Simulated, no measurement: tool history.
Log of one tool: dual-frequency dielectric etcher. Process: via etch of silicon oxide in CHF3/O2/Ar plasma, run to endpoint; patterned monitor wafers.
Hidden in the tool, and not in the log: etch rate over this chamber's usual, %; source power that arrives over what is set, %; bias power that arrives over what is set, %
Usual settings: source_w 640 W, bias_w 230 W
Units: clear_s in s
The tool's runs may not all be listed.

| run | hour | source_w | bias_w | wafers since the last listed run | hours since the last wet clean | hours since the last source power generator calibration | hours since the last bias power generator calibration | hours since the last upper electrode change | incoming incoming film thickness, nm | clear_s |
|---|---|---|---|---|---|---|---|---|---|---|
| 1 | 0.0 | 640 | 230 | 0 | 0.5 | 1454.2 | 2226.5 | 2144.9 | 429.6 | 213.4 |
| 2 | 5.8 | 640 | 212 | 25 | 6.3 | 1460.0 | 2232.3 | 2150.7 | 426.9 | 216.5 |
| 3 | 34.8 | 640 | 230 | 129 | 35.3 | 1489.0 | 2261.3 | 2179.7 | 432.8 | 212.5 |
| 4 | 69.3 | 640 | 230 | 154 | 69.8 | 1523.5 | 2295.8 | 2214.2 | 428.6 | 213.0 |
|  | 75.7 | source power generator calibrated |
| 5 | 99.1 | 640 | 230 | 115 | 99.6 | 23.4 | 2325.6 | 2244.0 | 430.2 | 210.5 |
| 6 | 115.8 | 640 | 230 | 74 | 116.3 | 40.1 | 2342.3 | 2260.7 | 429.8 | 211.8 |
| 7 | 139.2 | 640 | 230 | 104 | 139.7 | 63.5 | 2365.7 | 2284.1 | 426.4 | 210.3 |
| 8 | 172.6 | 640 | 230 | 149 | 173.1 | 96.9 | 2399.1 | 2317.5 | 430.7 | 209.3 |
|  | 176.8 | bias power generator calibrated |
| 9 | 222.8 | 640 | 191 | 206 | 223.3 | 147.1 | 46.0 | 2367.7 | 433.2 | 221.3 |
| 10 | 246.7 | 640 | 191 | 106 | 247.2 | 171.0 | 69.9 | 2391.6 | 437.9 | 226.3 |
| 11 | 269.6 | 640 | 191 | 102 | 270.1 | 193.9 | 92.8 | 2414.5 | 430.4 | 217.8 |
| 12 | 285.5 | 640 | 191 | 71 | 286.0 | 209.8 | 108.7 | 2430.4 | 432.9 | 219.4 |
| 13 | 301.8 | 560 | 275 | 72 | 302.3 | 226.1 | 125.0 | 2446.7 | 429.1 | 201.6 |
| 14 | 317.2 | 580 | 262 | 68 | 317.7 | 241.5 | 140.4 | 2462.1 | 426.3 | 199.9 |
| 15 | 378.1 | 790 | 209 | 272 | 378.6 | 302.4 | 201.3 | 2523.0 | 430.1 | 190.6 |
| 16 | 410.7 | 480 | 258 | 145 | 411.2 | 335.0 | 233.9 | 2555.6 | 434.0 | 217.8 |
|  | 451.9 | wet clean of the chamber |
|  | 465.9 | upper electrode replaced |
| 17 | 466.4 | 770 | 273 | 79 | 14.5 | 390.7 | 289.6 | 0.5 | 432.8 | 183.2 |
| 18 | 466.8 | 640 | 230 | 1 | 14.9 | 391.1 | 290.0 | 0.9 | 429.5 | 214.5 |
| 19 | 522.8 | 640 | 263 | 250 | 70.9 | 447.1 | 346.0 | 56.9 | 430.6 | 199.7 |
| 20 | 556.9 | 640 | 230 | 152 | 105.0 | 481.2 | 380.1 | 91.0 | 428.7 | 211.8 |
| 21 | 590.0 | 600 | 193 | 147 | 138.1 | 514.3 | 413.2 | 124.1 | 429.8 | 227.0 |
| 22 | 614.9 | 780 | 287 | 111 | 163.0 | 539.2 | 438.1 | 149.0 | 431.0 | 175.8 |
| 23 | 632.0 | 540 | 245 | 76 | 180.1 | 556.3 | 455.2 | 166.1 | 429.4 | 214.2 |
| 24 | 654.9 | 770 | 260 | 102 | 203.0 | 579.2 | 478.1 | 189.0 | 428.9 | 179.7 |
| 25 | 685.3 | 490 | 230 | 135 | 233.4 | 609.6 | 508.5 | 219.4 | 429.2 | 224.6 |
| 26 | 720.8 | 640 | 191 | 158 | 268.9 | 645.1 | 544.0 | 254.9 | 432.4 | 218.6 |
| 27 | 752.8 | 710 | 264 | 143 | 300.9 | 677.1 | 576.0 | 286.9 | 430.9 | 187.4 |
| 28 | 769.9 | 760 | 245 | 76 | 318.0 | 694.2 | 593.1 | 304.0 | 428.3 | 186.9 |
| 29 | 782.2 | 490 | 246 | 54 | 330.3 | 706.5 | 605.4 | 316.3 | 430.8 | 221.0 |
| 30 | 801.4 | 520 | 196 | 85 | 349.5 | 725.7 | 624.6 | 335.5 | 426.3 | 230.1 |
|  | 837.8 | wet clean of the chamber |
| 31 | 838.3 | 640 | 230 | 57 | 0.5 | 762.6 | 661.5 | 372.4 | 430.1 | 212.0 |
| 32 | 842.3 | 710 | 262 | 17 | 4.5 | 766.6 | 665.5 | 376.4 | 431.0 | 193.8 |
| 33 | 856.0 | 760 | 230 | 61 | 18.2 | 780.3 | 679.2 | 390.1 | 430.6 | 199.3 |
| 34 | 877.3 | 760 | 173 | 95 | 39.5 | 801.6 | 700.5 | 411.4 | 428.5 | 218.7 |
| 35 | 894.8 | 640 | 191 | 78 | 57.0 | 819.1 | 718.0 | 428.9 | 433.8 | 225.8 |

4 ways to go on from here, each from the tool as it stands after run 35. What would each give?
| A | 895.3 | 740 | 230 | 2 | 57.5 | 819.6 | 718.5 | 429.4 | 433.3 | ? |
| B | 895.3 | 510 | 191 | 2 | 57.5 | 819.6 | 718.5 | 429.4 | 433.3 | ? |
| C | 895.3 | 710 | 268 | 2 | 57.5 | 819.6 | 718.5 | 429.4 | 433.3 | ? |
| D | 895.3 | 500 | 277 | 2 | 57.5 | 819.6 | 718.5 | 429.4 | 433.3 | ? |

| run | clear_s |
|---|---|
| A | 202.7 |
| B | 250.0 |
| C | 194.6 |
| D | 219.3 |
Without the tool's hidden state the same runs would have given:
| run | clear_s |
|---|---|
| A | 203.7 |
| B | 251.2 |
| C | 195.5 |
| D | 220.3 |
